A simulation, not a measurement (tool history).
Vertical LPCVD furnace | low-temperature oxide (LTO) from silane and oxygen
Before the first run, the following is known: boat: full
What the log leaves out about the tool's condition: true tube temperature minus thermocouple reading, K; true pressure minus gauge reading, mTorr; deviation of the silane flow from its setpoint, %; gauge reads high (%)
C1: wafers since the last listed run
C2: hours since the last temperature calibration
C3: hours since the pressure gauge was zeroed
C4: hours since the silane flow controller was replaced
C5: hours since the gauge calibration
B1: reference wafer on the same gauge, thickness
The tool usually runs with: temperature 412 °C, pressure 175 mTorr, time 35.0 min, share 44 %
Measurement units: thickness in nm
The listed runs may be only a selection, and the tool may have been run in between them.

Run 1, hour 0.0: usual settings; C1 0; C2 2468.9; C3 1986.4; C4 3787.4; C5 160.2; B1 269.09. Result: thickness 353.24 nm.
Run 2, hour 53.4: usual settings; C1 760; C2 2522.3; C3 2039.8; C4 3840.8; C5 213.6; B1 269.07. Result: thickness 352.82 nm.
Run 3, hour 117.4: usual settings; C1 911; C2 2586.3; C3 2103.8; C4 3904.8; C5 277.6; B1 268.99. Result: thickness 353.29 nm.
Run 4, hour 146.6: usual settings but time 28.5 min; C1 415; C2 2615.5; C3 2133.0; C4 3934.0; C5 306.8; B1 268.99. Result: thickness 288.74 nm.
Run 5, hour 187.7: usual settings but time 28.5 min; C1 585; C2 2656.6; C3 2174.1; C4 3975.1; C5 347.9; B1 269.01. Result: thickness 287.88 nm.
Run 6, hour 216.7: usual settings but temperature 409 °C; C1 412; C2 2685.6; C3 2203.1; C4 4004.1; C5 376.9; B1 269.02. Result: thickness 344.46 nm.
Run 7, hour 249.5: usual settings but temperature 409 °C; C1 466; C2 2718.4; C3 2235.9; C4 4036.9; C5 409.7; B1 268.99. Result: thickness 344.37 nm.
Run 8, hour 305.5: usual settings but temperature 409 °C; C1 797; C2 2774.4; C3 2291.9; C4 4092.9; C5 465.7; B1 268.93. Result: thickness 342.62 nm.
Run 9, hour 361.2: usual settings but pressure 140 mTorr; C1 792; C2 2830.1; C3 2347.6; C4 4148.6; C5 521.4; B1 268.99. Result: thickness 284.69 nm.
Run 10, hour 404.2: usual settings but pressure 140 mTorr; C1 612; C2 2873.1; C3 2390.6; C4 4191.6; C5 564.4; B1 269.12. Result: thickness 284.23 nm.
Run 11, hour 448.4: usual settings but pressure 140 mTorr; C1 629; C2 2917.3; C3 2434.8; C4 4235.8; C5 608.6; B1 269.00. Result: thickness 285.29 nm.
Run 12, hour 481.5: usual settings but time 30.0 min; C1 471; C2 2950.4; C3 2467.9; C4 4268.9; C5 641.7; B1 269.09. Result: thickness 304.46 nm.
At hour 606.7: pressure gauge zeroed.
Run 13, hour 649.8: usual settings but temperature 417 °C; C1 2054; C2 3118.7; C3 43.1; C4 4437.2; C5 810.0; B1 268.97. Result: thickness 375.85 nm.
Run 14, hour 685.3: usual settings; C1 505; C2 3154.2; C3 78.6; C4 4472.7; C5 845.5; B1 268.97. Result: thickness 356.28 nm.
Run 15, hour 725.8: usual settings; C1 576; C2 3194.7; C3 119.1; C4 4513.2; C5 886.0; B1 268.99. Result: thickness 357.03 nm.
Run 16, hour 795.2: usual settings; C1 987; C2 3264.1; C3 188.5; C4 4582.6; C5 955.4; B1 268.89. Result: thickness 358.22 nm.
At hour 849.4: gauge calibrated.
Run 17, hour 853.8: usual settings; C1 834; C2 3322.7; C3 247.1; C4 4641.2; C5 4.4; B1 268.96. Result: thickness 357.74 nm.
Run 18, hour 909.9: usual settings; C1 798; C2 3378.8; C3 303.2; C4 4697.3; C5 60.5; B1 269.05. Result: thickness 357.31 nm.
Run 19, hour 939.6: usual settings; C1 422; C2 3408.5; C3 332.9; C4 4727.0; C5 90.2; B1 268.93. Result: thickness 357.78 nm.
At hour 1007.3: thermocouples replaced and temperature profile calibrated.
At hour 1029.7: silane flow controller replaced.
Run 20, hour 1030.2: usual settings; C1 629; C2 22.9; C3 423.5; C4 0.5; C5 180.8; B1 269.08. Result: thickness 333.35 nm.
Run 21, hour 1057.3: usual settings but pressure 200 mTorr; C1 385; C2 50.0; C3 450.6; C4 27.6; C5 207.9; B1 269.13. Result: thickness 380.42 nm.
Run 22, hour 1110.0: usual settings but time 44.5 min, share 47 %; C1 750; C2 102.7; C3 503.3; C4 80.3; C5 260.6; B1 269.02. Result: thickness 453.33 nm.
Run 23, hour 1181.7: usual settings but temperature 408 °C; C1 1020; C2 174.4; C3 575.0; C4 152.0; C5 332.3; B1 269.08. Result: thickness 320.57 nm.
Run 24, hour 1232.2: usual settings but temperature 402 °C, share 37 %; C1 718; C2 224.9; C3 625.5; C4 202.5; C5 382.8; B1 269.07. Result: thickness 247.20 nm.
Run 25, hour 1274.3: usual settings but pressure 155 mTorr, time 31.0 min; C1 599; C2 267.0; C3 667.6; C4 244.6; C5 424.9; B1 269.00. Result: thickness 263.14 nm.
Run 26, hour 1299.8: usual settings but time 46.0 min; C1 363; C2 292.5; C3 693.1; C4 270.1; C5 450.4; B1 268.90. Result: thickness 442.06 nm.
Run 27, hour 1352.1: usual settings but pressure 155 mTorr, time 40.5 min, share 50 %; C1 744; C2 344.8; C3 745.4; C4 322.4; C5 502.7; B1 269.04. Result: thickness 387.47 nm.
Run 28, hour 1398.2: usual settings but pressure 220 mTorr, share 50 %; C1 656; C2 390.9; C3 791.5; C4 368.5; C5 548.8; B1 268.99. Result: thickness 476.20 nm.
Run 29, hour 1429.1: usual settings; C1 439; C2 421.8; C3 822.4; C4 399.4; C5 579.7; B1 268.97. Result: thickness 336.91 nm.
Run 30, hour 1475.6: usual settings but temperature 418 °C, pressure 155 mTorr; C1 661; C2 468.3; C3 868.9; C4 445.9; C5 626.2; B1 268.85. Result: thickness 317.65 nm.

4 ways to go on from here, each from the tool as it stands after run 30. What would each give?
Run A, hour 1479.4: usual settings; C1 54; C2 472.1; C3 872.7; C4 449.7; C5 630.0; B1 ?. Result: thickness ?.
Run B, hour 1479.4: usual settings but time 43.0 min, share 37 %; C1 54; C2 472.1; C3 872.7; C4 449.7; C5 630.0; B1 ?. Result: thickness ?.
Run C, hour 1479.4: usual settings but time 44.0 min; C1 54; C2 472.1; C3 872.7; C4 449.7; C5 630.0; B1 ?. Result: thickness ?.
Run D, hour 1479.4: usual settings but temperature 419 °C, time 26.5 min; C1 54; C2 472.1; C3 872.7; C4 449.7; C5 630.0; B1 ?. Result: thickness ?.

run      B1  thickness
  A  269.09     337.87
  B  269.09     340.75
  C  269.09     424.75
  D  269.09     274.33
Had the tool no hidden state, the same runs would have come out as:
run  thickness
  A     331.68
  B     334.73
  C     416.97
  D     269.44

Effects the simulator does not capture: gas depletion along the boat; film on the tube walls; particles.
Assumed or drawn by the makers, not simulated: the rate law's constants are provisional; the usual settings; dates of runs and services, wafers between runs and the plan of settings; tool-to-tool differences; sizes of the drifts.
